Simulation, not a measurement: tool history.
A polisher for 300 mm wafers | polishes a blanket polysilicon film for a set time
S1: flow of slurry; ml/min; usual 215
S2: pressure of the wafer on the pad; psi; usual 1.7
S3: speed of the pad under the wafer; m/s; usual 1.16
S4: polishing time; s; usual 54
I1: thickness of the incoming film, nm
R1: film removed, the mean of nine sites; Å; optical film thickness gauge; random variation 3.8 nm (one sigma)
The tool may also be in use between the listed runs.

| run | hour | S1 | S2 | S3 | S4 | I1 | R1 |
|---|---|---|---|---|---|---|---|
| 1 | 0 | 215 | 1.7 | 1.16 | 54 | 1361.6 | 3208 |
|  | 19.1 | head pressure recalibrated |
| 2 | 91.4 | 215 | 1.7 | 1.16 | 54 | 1386.4 | 3121 |
| 3 | 127.7 | 215 | 1.7 | 1.16 | 54 | 1353.1 | 3060 |
|  | 146.6 | worn pad replaced by a new one |
| 4 | 160.5 | 215 | 1.7 | 1.16 | 54 | 1379.7 | 2982 |
| 5 | 191.3 | 215 | 1.7 | 1.32 | 69 | 1364.2 | 4338 |
| 6 | 260.4 | 215 | 1.7 | 1.32 | 69 | 1362.2 | 4280 |
| 7 | 284.8 | 215 | 1.7 | 1.32 | 69 | 1360.1 | 4313 |
| 8 | 345.2 | 215 | 1.7 | 1.16 | 54 | 1371 | 2926 |
|  | 357 | slurry nozzle cleaned |
|  | 365.4 | head pressure recalibrated |
| 9 | 383.9 | 215 | 1.7 | 1.02 | 54 | 1393.5 | 2837 |
|  | 392.8 | worn pad replaced by a new one |
| 10 | 448.6 | 215 | 1.7 | 1.02 | 54 | 1368 | 2728 |
| 11 | 500.4 | 215 | 1.7 | 1.02 | 54 | 1396.3 | 2713 |
| 12 | 544.8 | 215 | 1.7 | 1.16 | 54 | 1363.5 | 3058 |
| 13 | 603.3 | 215 | 1.7 | 1.16 | 54 | 1384 | 3037 |
|  | 666.6 | worn pad replaced by a new one |
| 14 | 671.8 | 215 | 1.7 | 1.16 | 54 | 1356.7 | 3051 |
|  | 687 | head pressure recalibrated |
| 15 | 702.7 | 215 | 1.7 | 1.16 | 54 | 1367.5 | 3042 |
|  | 719.8 | slurry nozzle cleaned |
| 16 | 750.3 | 145 | 1.5 | 1.54 | 54 | 1388.2 | 3503 |
| 17 | 810.3 | 180 | 1.9 | 1 | 54 | 1377.2 | 2895 |
| 18 | 866.4 | 215 | 1.7 | 1.16 | 44 | 1377.5 | 2465 |
|  | 935 | worn pad replaced by a new one |
| 19 | 935.5 | 215 | 1.7 | 1.16 | 54 | 1361 | 3039 |
| 20 | 955.5 | 215 | 1.7 | 1.16 | 54 | 1370.9 | 3049 |
| 21 | 1007.8 | 175 | 1.7 | 1.16 | 54 | 1393.1 | 2831 |
|  | 1035.2 | head pressure recalibrated |
| 22 | 1065.1 | 195 | 1.7 | 1.04 | 70 | 1390.1 | 3258 |
|  | 1070.7 | slurry nozzle cleaned |
| 23 | 1136.6 | 270 | 1.9 | 1.16 | 65 | 1357.2 | 4406 |
| 24 | 1171.3 | 215 | 2.3 | 1.16 | 38 | 1361 | 2949 |
| 25 | 1211.7 | 215 | 1.7 | 0.92 | 54 | 1340 | 2469 |
|  | 1240.3 | worn pad replaced by a new one |
| 26 | 1256.6 | 165 | 1.9 | 1.16 | 54 | 1358.3 | 3235 |
| 27 | 1318.4 | 215 | 2.1 | 1.38 | 54 | 1351.4 | 4498 |
|  | 1330.4 | head pressure recalibrated |
| 28 | 1360 | 280 | 1.3 | 0.82 | 54 | 1395.5 | 1711 |

5 ways to go on from here, each from the tool as it stands after run 28. What would each give?
| A | 1360.4 | 215 | 1.7 | 1.16 | 54 | 1364.4 | ? |
| B | 1360.4 | 215 | 1.7 | 1.16 | 72 | 1364.4 | ? |
| C | 1360.4 | 150 | 1.7 | 1.16 | 44 | 1364.4 | ? |
| D | 1360.4 | 215 | 1.3 | 1.16 | 54 | 1364.4 | ? |
| E | 1360.4 | 215 | 1.7 | 0.88 | 54 | 1364.4 | ? |

| run | R1 |
|---|---|
| A | 2996 |
| B | 3995 |
| C | 2196 |
| D | 2291 |
| E | 2273 |
Without the tool's hidden state the same runs would have given:
| run | R1 |
|---|---|
| A | 3321 |
| B | 4428 |
| C | 2546 |
| D | 2540 |
| E | 2519 |
